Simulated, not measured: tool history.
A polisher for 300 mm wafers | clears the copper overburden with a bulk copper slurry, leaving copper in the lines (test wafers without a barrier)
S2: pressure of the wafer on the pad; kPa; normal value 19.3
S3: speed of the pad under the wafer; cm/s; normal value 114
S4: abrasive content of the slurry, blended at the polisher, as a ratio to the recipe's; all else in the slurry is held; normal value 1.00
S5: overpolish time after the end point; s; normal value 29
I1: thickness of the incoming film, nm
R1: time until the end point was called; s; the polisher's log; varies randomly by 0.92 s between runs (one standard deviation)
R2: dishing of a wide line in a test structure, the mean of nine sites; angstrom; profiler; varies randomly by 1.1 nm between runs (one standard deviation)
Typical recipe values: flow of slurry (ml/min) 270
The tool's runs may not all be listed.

Run 1, hour 0.0: usual settings; I1 1124.6. Result: R1 111.5 s, R2 694 angstrom.
Run 2, hour 42.1: usual settings; I1 1106.8. Result: R1 111.0 s, R2 703 angstrom.
Run 3, hour 78.2: usual settings but S2 13.8 kPa, S3 132 cm/s, S5 19 s; I1 1120.2. Result: R1 124.2 s, R2 592 angstrom.
Run 4, hour 123.7: usual settings; I1 1105.8. Result: R1 112.7 s, R2 715 angstrom.
Run 5, hour 154.8: usual settings but flow of slurry (ml/min) 355, S2 15.9 kPa, S3 136 cm/s; I1 1107.3. Result: R1 109.6 s, R2 680 angstrom.
Run 6, hour 191.2: usual settings but S3 90 cm/s; I1 1113.4. Result: R1 143.2 s, R2 654 angstrom.
Run 7, hour 217.1: usual settings but S3 84 cm/s, S4 1.30, S5 21 s; I1 1135.1. Result: R1 153.7 s, R2 572 angstrom.
Run 8, hour 267.9: usual settings; I1 1114.2. Result: R1 114.5 s, R2 701 angstrom.
At hour 302.6: slurry blender recalibrated.
Run 9, hour 328.0: usual settings but S2 17.2 kPa; I1 1114.5. Result: R1 126.9 s, R2 675 angstrom.
At hour 342.7: worn pad replaced by a new one.
Run 10, hour 387.1: usual settings; I1 1115.2. Result: R1 105.5 s, R2 708 angstrom.
Run 11, hour 452.6: usual settings but flow of slurry (ml/min) 240, S2 15.9 kPa, S3 98 cm/s; I1 1120.3. Result: R1 148.9 s, R2 647 angstrom.
Run 12, hour 518.0: usual settings but S3 84 cm/s, S4 1.20; I1 1101.6. Result: R1 147.6 s, R2 676 angstrom.
At hour 556.8: slurry nozzle cleaned.
Run 13, hour 575.9: usual settings but S3 84 cm/s, S4 1.30, S5 21 s; I1 1121.3. Result: R1 147.9 s, R2 581 angstrom.
Run 14, hour 634.5: usual settings but S3 144 cm/s; I1 1132.1. Result: R1 92.1 s, R2 723 angstrom.
Run 15, hour 681.1: usual settings but S3 90 cm/s; I1 1102.7. Result: R1 143.6 s, R2 651 angstrom.
Run 16, hour 744.7: usual settings but S2 17.2 kPa; I1 1118.2. Result: R1 129.0 s, R2 661 angstrom.
Run 17, hour 804.9: usual settings but flow of slurry (ml/min) 225, S3 100 cm/s, S4 1.15, S5 13 s; I1 1112.9. Result: R1 133.2 s, R2 477 angstrom.
At hour 811.5: slurry blender recalibrated.
At hour 844.1: worn pad replaced by a new one.
Run 18, hour 856.8: usual settings but flow of slurry (ml/min) 190; I1 1106.5. Result: R1 107.0 s, R2 703 angstrom.
Run 19, hour 926.8: usual settings but flow of slurry (ml/min) 345, S4 1.10; I1 1124.0. Result: R1 109.1 s, R2 690 angstrom.
At hour 938.2: head pressure recalibrated.
Run 20, hour 963.4: usual settings but flow of slurry (ml/min) 300, S2 21.4 kPa, S4 1.20; I1 1112.5. Result: R1 95.1 s, R2 738 angstrom.

Run 21, settings as shown, results not yet in. Your forecast:
Run 21, hour 1025.5: usual settings but flow of slurry (ml/min) 245, S4 1.15; I1 1109.8. Result: R1 ?, R2 ?.

R1: 107.7 s
R2: 734 angstrom
Had the tool carried no hidden state, the very same run would have given R1 98.6 s, R2 746 angstrom.
